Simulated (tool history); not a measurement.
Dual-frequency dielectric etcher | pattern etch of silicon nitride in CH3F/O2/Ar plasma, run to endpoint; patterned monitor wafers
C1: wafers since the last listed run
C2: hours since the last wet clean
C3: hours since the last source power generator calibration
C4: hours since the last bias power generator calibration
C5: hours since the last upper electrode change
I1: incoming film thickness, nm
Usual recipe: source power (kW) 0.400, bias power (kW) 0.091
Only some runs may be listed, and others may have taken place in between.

{"run": 1, "hour": 0.0, "source power (kW)": 0.4, "bias power (kW)": 0.091, "C1": 0, "C2": 272.8, "C3": 1974.8, "C4": 3335.3, "C5": 5685.1, "I1": 25.11, "endpoint time (s)": 35.9}
{"run": 2, "hour": 16.6, "source power (kW)": 0.45, "bias power (kW)": 0.083, "C1": 283, "C2": 289.4, "C3": 1991.4, "C4": 3351.9, "C5": 5701.7, "I1": 25.04, "endpoint time (s)": 34.2}
{"run": 3, "hour": 24.5, "source power (kW)": 0.4, "bias power (kW)": 0.1, "C1": 134, "C2": 297.3, "C3": 1999.3, "C4": 3359.8, "C5": 5709.6, "I1": 24.97, "endpoint time (s)": 34.8}
{"run": 4, "hour": 36.0, "source power (kW)": 0.4, "bias power (kW)": 0.1, "C1": 196, "C2": 308.8, "C3": 2010.8, "C4": 3371.3, "C5": 5721.1, "I1": 24.83, "endpoint time (s)": 34.9}
{"run": 5, "hour": 47.6, "source power (kW)": 0.4, "bias power (kW)": 0.091, "C1": 197, "C2": 320.4, "C3": 2022.4, "C4": 3382.9, "C5": 5732.7, "I1": 24.82, "endpoint time (s)": 35.8}
{"run": 6, "hour": 58.7, "source power (kW)": 0.4, "bias power (kW)": 0.091, "C1": 189, "C2": 331.5, "C3": 2033.5, "C4": 3394.0, "C5": 5743.8, "I1": 25.22, "endpoint time (s)": 36.3}
{"run": 7, "hour": 74.6, "source power (kW)": 0.4, "bias power (kW)": 0.091, "C1": 271, "C2": 347.4, "C3": 2049.4, "C4": 3409.9, "C5": 5759.7, "I1": 25.06, "endpoint time (s)": 36.1}
{"run": 8, "hour": 87.6, "source power (kW)": 0.38, "bias power (kW)": 0.091, "C1": 221, "C2": 360.4, "C3": 2062.4, "C4": 3422.9, "C5": 5772.7, "I1": 24.9, "endpoint time (s)": 37.0}
{"run": 9, "hour": 97.4, "source power (kW)": 0.45, "bias power (kW)": 0.091, "C1": 167, "C2": 370.2, "C3": 2072.2, "C4": 3432.7, "C5": 5782.5, "I1": 24.92, "endpoint time (s)": 33.6}
{"run": 10, "hour": 107.4, "source power (kW)": 0.45, "bias power (kW)": 0.091, "C1": 170, "C2": 380.2, "C3": 2082.2, "C4": 3442.7, "C5": 5792.5, "I1": 24.83, "endpoint time (s)": 33.6}
{"hour": 127.0, "done": "source power generator calibrated"}
{"hour": 142.4, "done": "upper electrode replaced"}
{"hour": 146.6, "done": "bias power generator calibrated"}
{"run": 11, "hour": 147.1, "source power (kW)": 0.45, "bias power (kW)": 0.091, "C1": 278, "C2": 419.9, "C3": 20.1, "C4": 0.5, "C5": 4.7, "I1": 24.78, "endpoint time (s)": 33.6}
{"run": 12, "hour": 147.4, "source power (kW)": 0.4, "bias power (kW)": 0.091, "C1": 5, "C2": 420.2, "C3": 20.4, "C4": 0.8, "C5": 5.0, "I1": 24.78, "endpoint time (s)": 36.0}
{"run": 13, "hour": 147.8, "source power (kW)": 0.4, "bias power (kW)": 0.091, "C1": 6, "C2": 420.6, "C3": 20.8, "C4": 1.2, "C5": 5.4, "I1": 24.81, "endpoint time (s)": 36.0}
{"hour": 177.9, "done": "wet clean of the chamber"}
{"run": 14, "hour": 178.4, "source power (kW)": 0.33, "bias power (kW)": 0.091, "C1": 112, "C2": 0.5, "C3": 51.4, "C4": 31.8, "C5": 36.0, "I1": 24.94, "endpoint time (s)": 39.3}
{"run": 15, "hour": 178.7, "source power (kW)": 0.33, "bias power (kW)": 0.091, "C1": 5, "C2": 0.8, "C3": 51.7, "C4": 32.1, "C5": 36.3, "I1": 24.88, "endpoint time (s)": 39.2}
{"run": 16, "hour": 193.7, "source power (kW)": 0.45, "bias power (kW)": 0.114, "C1": 255, "C2": 15.8, "C3": 66.7, "C4": 47.1, "C5": 51.3, "I1": 25.08, "endpoint time (s)": 30.7}
{"run": 17, "hour": 201.1, "source power (kW)": 0.4, "bias power (kW)": 0.091, "C1": 126, "C2": 23.2, "C3": 74.1, "C4": 54.5, "C5": 58.7, "I1": 25.04, "endpoint time (s)": 34.9}
{"run": 18, "hour": 209.0, "source power (kW)": 0.4, "bias power (kW)": 0.075, "C1": 134, "C2": 31.1, "C3": 82.0, "C4": 62.4, "C5": 66.6, "I1": 24.79, "endpoint time (s)": 36.4}
{"run": 19, "hour": 221.4, "source power (kW)": 0.32, "bias power (kW)": 0.08, "C1": 211, "C2": 43.5, "C3": 94.4, "C4": 74.8, "C5": 79.0, "I1": 24.85, "endpoint time (s)": 41.4}
{"run": 20, "hour": 227.9, "source power (kW)": 0.4, "bias power (kW)": 0.091, "C1": 110, "C2": 50.0, "C3": 100.9, "C4": 81.3, "C5": 85.5, "I1": 24.92, "endpoint time (s)": 34.6}
{"run": 21, "hour": 241.9, "source power (kW)": 0.49, "bias power (kW)": 0.077, "C1": 238, "C2": 64.0, "C3": 114.9, "C4": 95.3, "C5": 99.5, "I1": 24.8, "endpoint time (s)": 32.3}
{"run": 22, "hour": 257.2, "source power (kW)": 0.4, "bias power (kW)": 0.082, "C1": 260, "C2": 79.3, "C3": 130.2, "C4": 110.6, "C5": 114.8, "I1": 24.98, "endpoint time (s)": 35.9}
{"run": 23, "hour": 265.6, "source power (kW)": 0.4, "bias power (kW)": 0.091, "C1": 143, "C2": 87.7, "C3": 138.6, "C4": 119.0, "C5": 123.2, "I1": 24.94, "endpoint time (s)": 35.0}
{"run": 24, "hour": 278.1, "source power (kW)": 0.33, "bias power (kW)": 0.091, "C1": 213, "C2": 100.2, "C3": 151.1, "C4": 131.5, "C5": 135.7, "I1": 24.82, "endpoint time (s)": 39.5}
{"run": 25, "hour": 286.7, "source power (kW)": 0.4, "bias power (kW)": 0.091, "C1": 146, "C2": 108.8, "C3": 159.7, "C4": 140.1, "C5": 144.3, "I1": 24.85, "endpoint time (s)": 35.2}
{"run": 26, "hour": 302.3, "source power (kW)": 0.48, "bias power (kW)": 0.082, "C1": 266, "C2": 124.4, "C3": 175.3, "C4": 155.7, "C5": 159.9, "I1": 24.84, "endpoint time (s)": 32.4}
{"run": 27, "hour": 311.7, "source power (kW)": 0.48, "bias power (kW)": 0.101, "C1": 160, "C2": 133.8, "C3": 184.7, "C4": 165.1, "C5": 169.3, "I1": 24.97, "endpoint time (s)": 30.9}
{"run": 28, "hour": 319.5, "source power (kW)": 0.47, "bias power (kW)": 0.091, "C1": 133, "C2": 141.6, "C3": 192.5, "C4": 172.9, "C5": 177.1, "I1": 24.88, "endpoint time (s)": 32.2}
{"run": 29, "hour": 336.7, "source power (kW)": 0.37, "bias power (kW)": 0.099, "C1": 293, "C2": 158.8, "C3": 209.7, "C4": 190.1, "C5": 194.3, "I1": 24.72, "endpoint time (s)": 36.2}
{"run": 30, "hour": 351.8, "source power (kW)": 0.37, "bias power (kW)": 0.073, "C1": 257, "C2": 173.9, "C3": 224.8, "C4": 205.2, "C5": 209.4, "I1": 24.97, "endpoint time (s)": 39.3}
{"run": 31, "hour": 393.9, "source power (kW)": 0.5, "bias power (kW)": 0.076, "C1": 718, "C2": 216.0, "C3": 266.9, "C4": 247.3, "C5": 251.5, "I1": 24.97, "endpoint time (s)": 32.9}

State the hidden condition of the tool at each of the runs:
source power that arrives over what is set, %: 0 across all the runs
bias power that arrives over what is set, %: 0 across all the runs
H1: etch rate over this chamber's usual, %
run=1 H1=-2.41
run=2 H1=-2.61
run=3 H1=-2.71
run=4 H1=-2.85
run=5 H1=-2.99
run=6 H1=-3.13
run=7 H1=-3.32
run=8 H1=-3.48
run=9 H1=-3.6
run=10 H1=-3.72
run=11 H1=-4.2
run=12 H1=-4.2
run=13 H1=-4.21
run=14 H1=0.0841
run=15 H1=0.0804
run=16 H1=-0.102
run=17 H1=-0.192
run=18 H1=-0.288
run=19 H1=-0.439
run=20 H1=-0.518
run=21 H1=-0.688
run=22 H1=-0.875
run=23 H1=-0.977
run=24 H1=-1.13
run=25 H1=-1.23
run=26 H1=-1.42
run=27 H1=-1.54
run=28 H1=-1.63
run=29 H1=-1.84
run=30 H1=-2.03
run=31 H1=-2.54
